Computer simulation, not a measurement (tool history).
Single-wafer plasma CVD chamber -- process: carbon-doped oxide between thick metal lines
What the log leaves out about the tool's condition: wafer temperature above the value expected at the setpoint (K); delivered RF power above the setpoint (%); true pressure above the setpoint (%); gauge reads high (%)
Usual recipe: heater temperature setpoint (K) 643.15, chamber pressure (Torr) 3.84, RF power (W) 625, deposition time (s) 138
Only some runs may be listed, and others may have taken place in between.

run    hour  heater temperature setpoint (K)  chamber pressure (Torr)  RF power (W)  deposition time (s)  wafers since the last listed run  hours since the last thermocouple change  hours since the last RF generator calibration  hours since the last manometer calibration  hours since the showerhead was replaced  hours since the gauge calibration  read-back reference wafer on the same gauge, thickness_nm  mean film thickness on the monitor wafer (angstrom)
  1       0                           643.15                     3.84           625                  138                                 0                                    1580.6                                           1339                                       759.2                                     3325                              615.1                                                    851.633                                              8098.06
  2    40.8                           643.15                     3.84           625                  138                               364                                    1621.4                                         1379.8                                         800                                   3365.8                              655.9                                                    851.021                                              8085.63
  3    80.5                           643.15                     3.84           625                  138                               354                                    1661.1                                         1419.5                                       839.7                                   3405.5                              695.6                                                    851.059                                              8097.52
  4   149.9                           643.15                     3.84           625                  138                               620                                    1730.5                                         1488.9                                       909.1                                   3474.9                                765                                                    851.101                                              8050.68
  5     254                           643.15                     3.84           705                  138                               930                                    1834.6                                           1593                                      1013.2                                     3579                              869.1                                                    851.411                                              8743.97
  6   296.9                           643.15                     3.84           705                  138                               383                                    1877.5                                         1635.9                                      1056.1                                   3621.9                                912                                                     851.17                                              8751.44
  7   385.4                           643.15                     3.84           625                  159                               790                                      1966                                         1724.4                                      1144.6                                   3710.4                             1000.5                                                     851.14                                              9233.66
  8   439.6                           643.15                     3.84           625                  159                               484                                    2020.2                                         1778.6                                      1198.8                                   3764.6                             1054.7                                                      851.1                                               9281.4
  9   723.4                           643.15                     3.84           625                  159                              2536                                      2304                                         2062.4                                      1482.6                                   4048.4                             1338.5                                                    851.302                                              9200.38
      880.5  -- capacitance manometer re-zeroed and calibrated
      899.2  -- RF generator calibrated
      908.6  -- thermocouple changed; heater temperature recalibrated
 10   967.4                           643.15                     3.84           625                  138                              1965                                      58.8                                           68.2                                        86.9                                   4292.4                             1582.5                                                    851.726                                              8309.84
     1082.2  -- showerhead replaced
 11  1082.7                           643.15                     3.84           625                  138                               958                                     174.1                                          183.5                                       202.2                                      0.5                             1697.8                                                    851.591                                              8223.28
 12  1169.9                           639.15                     3.84           625                  138                               779                                     261.3                                          270.7                                       289.4                                     87.7                               1785                                                    850.521                                              8293.34
 13  1231.9                           638.15                     3.84           625                  116                               554                                     323.3                                          332.7                                       351.4                                    149.7                               1847                                                     851.16                                              6946.57
 14  1307.1                           650.15                     3.84           560                  154                               672                                     398.5                                          407.9                                       426.6                                    224.9                             1922.2                                                    850.168                                              8325.61
     1357.2  -- gauge calibrated
 15  1394.4                           643.15                     2.89           625                  138                               780                                     485.8                                          495.2                                       513.9                                    312.2                               37.2                                                    851.531                                              7858.47
 16  1455.6                           643.15                     3.17           540                  138                               546                                       547                                          556.4                                       575.1                                    373.4                               98.4                                                    850.194                                              7151.92
 17  1532.8                           648.15                     4.52           625                  138                               689                                     624.2                                          633.6                                       652.3                                    450.6                              175.6                                                    851.463                                              8275.88
 18  1622.2                           643.15                     3.84           625                  138                               798                                     713.6                                            723                                       741.7                                      540                                265                                                    852.059                                              8095.87
 19  1670.4                           643.15                     4.59           695                  138                               430                                     761.8                                          771.2                                       789.9                                    588.2                              313.2                                                    851.128                                              8987.74
 20  1761.4                           643.15                     3.84           625                  138                               813                                     852.8                                          862.2                                       880.9                                    679.2                              404.2                                                    850.712                                              8078.52
 21  1830.3                           649.15                     3.84           625                  138                               615                                     921.7                                          931.1                                       949.8                                    748.1                              473.1                                                    850.063                                              7949.75
 22  1920.6                           643.15                     3.84           625                  138                               806                                      1012                                         1021.4                                      1040.1                                    838.4                              563.4                                                    851.305                                              8065.77

Results for each run, recomputed without the tool's hidden state and with each run's random variation untouched:
run  mean film thickness on the monitor wafer (angstrom)
  1                                              8361.62
  2                                              8354.37
  3                                              8371.98
  4                                              8332.57
  5                                              9057.02
  6                                              9070.34
  7                                              9589.82
  8                                              9646.56
  9                                               9597.6
 10                                              8373.94
 11                                              8326.45
 12                                              8425.18
 13                                              7072.54
 14                                              8502.72
 15                                              8032.38
 16                                              7326.86
 17                                              8513.48
 18                                              8338.17
 19                                              9274.77
 20                                              8348.08
 21                                               8227.6
 22                                              8363.57
